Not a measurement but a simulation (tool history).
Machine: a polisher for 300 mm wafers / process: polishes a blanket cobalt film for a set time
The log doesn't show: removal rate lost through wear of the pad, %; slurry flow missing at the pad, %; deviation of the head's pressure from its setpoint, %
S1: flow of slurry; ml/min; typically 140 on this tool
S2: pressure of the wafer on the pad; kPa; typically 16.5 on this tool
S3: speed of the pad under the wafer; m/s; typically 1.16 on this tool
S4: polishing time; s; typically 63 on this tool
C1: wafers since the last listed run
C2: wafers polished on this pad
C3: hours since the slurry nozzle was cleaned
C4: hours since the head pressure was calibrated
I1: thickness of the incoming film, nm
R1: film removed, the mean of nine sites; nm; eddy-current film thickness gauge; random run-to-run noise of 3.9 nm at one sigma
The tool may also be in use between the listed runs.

run   hour   S1    S2    S3  S4   C1   C2     C3     C4      I1     R1
  1      0  140  16.5  1.44  63    0  159  129.8  643.3  1457.4    626
  2   11.9  140  19.3  1.16  63   77  236  141.7  655.2    1491  573.1
  3   23.9  140  19.3  1.16  63   77  314  153.7  667.2  1451.6  571.2
  4     32  140  19.3  1.16  63   52  367  161.8  675.3  1507.5  563.1
  5   47.9  140  16.5  1.16  63  103  470  177.7  691.2    1483  488.2
  6     61  140  16.5  1.16  63   85  555  190.8  704.3  1461.8  480.1
  7   67.5  140  16.5  1.16  63   42  597  197.3  710.8  1490.4  474.1
      81.6  -- worn pad replaced by a new one
  8   83.4  140  16.5  1.16  63   77   11  213.2  726.7  1496.4    494
  9   90.5  140  16.5  1.16  63   46   57  220.3  733.8  1486.3  481.6
 10  104.3  140  16.5  1.16  63   89  147  234.1  747.6  1478.2  487.3
 11  112.2  140  16.5   1.3  70   51  198    242  755.5  1482.7  602.3
 12  128.4  140  16.5   1.3  70  105  303  258.2  771.7  1468.1  596.5
 13  143.5  140  16.5  1.16  63   98  401  273.3  786.8  1493.6    471
 14  153.4  140  16.5  1.16  63   64  466  283.2  796.7  1483.5  460.4
       164  -- slurry nozzle cleaned
     172.5  -- worn pad replaced by a new one
 15    173  140  16.5  1.16  63   94    3      9  816.3  1471.9  505.2
 16  179.7   90    11  1.16  81   43   46   15.7    823  1498.5  422.5
 17  196.7  140  16.5  1.16  63  110  156   32.7    840  1506.7  508.9
 18  235.9  140  14.5  1.16  41  254  411   71.9  879.2  1480.3  285.3
 19  246.3  170  13.1  1.16  63   67  479   82.3  889.6  1459.9  411.2
 20  261.9  140  19.3  1.16  63  101  580   97.9  905.2  1455.8  552.7
       271  -- head pressure recalibrated
 21  276.3  140  16.5  1.16  63   80  660  112.3    5.3  1510.9    479
       287  -- worn pad replaced by a new one
 22  287.5  140  16.5  1.16  74   46    3  123.5   16.5  1469.7  589.9
 23  310.6  140  18.6  0.96  54  150  153  146.6   39.6  1479.4  389.2
 24    321  100  21.4   0.8  49   67  220    157     50  1500.5  306.6
 25  335.5  140  20.7  1.16  63   94  314  171.5   64.5  1478.1  603.6
 26  346.2  140  16.5  1.16  63   69  384  182.2   75.2  1485.2  494.3
 27  362.9  180  17.9  1.16  42  108  492  198.9   91.9  1492.4  355.2
 28  377.5  140  16.5  1.48  63   94  587  213.5  106.5  1485.4  595.3
 29  385.8  140  16.5  1.16  63   53  641  221.8  114.8    1483  464.8
       400  -- worn pad replaced by a new one
 30  400.5  140  16.5  1.16  63   69    3  236.5  129.5  1503.1  476.8
 31  411.2  140  20.7  1.16  56   69   72  247.2  140.2  1481.9  524.8

What was the tool's hidden state at every run in the log?
deviation of the head's pressure from its setpoint, %: 0 on each run
H1: removal rate lost through wear of the pad, %
H2: slurry flow missing at the pad, %
run     H1    H2
  1  0.581  8.77
  2  0.934  10.1
  3   1.43  11.5
  4   1.84  12.6
  5   2.84  14.7
  6   3.84  16.7
  7    4.4  17.7
  8  0.536  20.4
  9  0.572  21.6
 10  0.784  24.2
 11  0.988  25.7
 12    1.6    29
 13   2.39  32.2
 14   3.04  34.5
 15  0.844  5.36
 16  0.869  5.43
 17   1.13  5.76
 18   2.79  7.42
 19   3.48  8.07
 20   4.72  9.22
 21   6.07  10.4
 22   0.53  11.5
 23  0.801    14
 24   1.09  15.3
 25   1.67  17.3
 26   2.23  18.8
 27   3.33  21.4
 28    4.5  23.8
 29   5.27  25.3
 30  0.385    28
 31  0.446  30.1

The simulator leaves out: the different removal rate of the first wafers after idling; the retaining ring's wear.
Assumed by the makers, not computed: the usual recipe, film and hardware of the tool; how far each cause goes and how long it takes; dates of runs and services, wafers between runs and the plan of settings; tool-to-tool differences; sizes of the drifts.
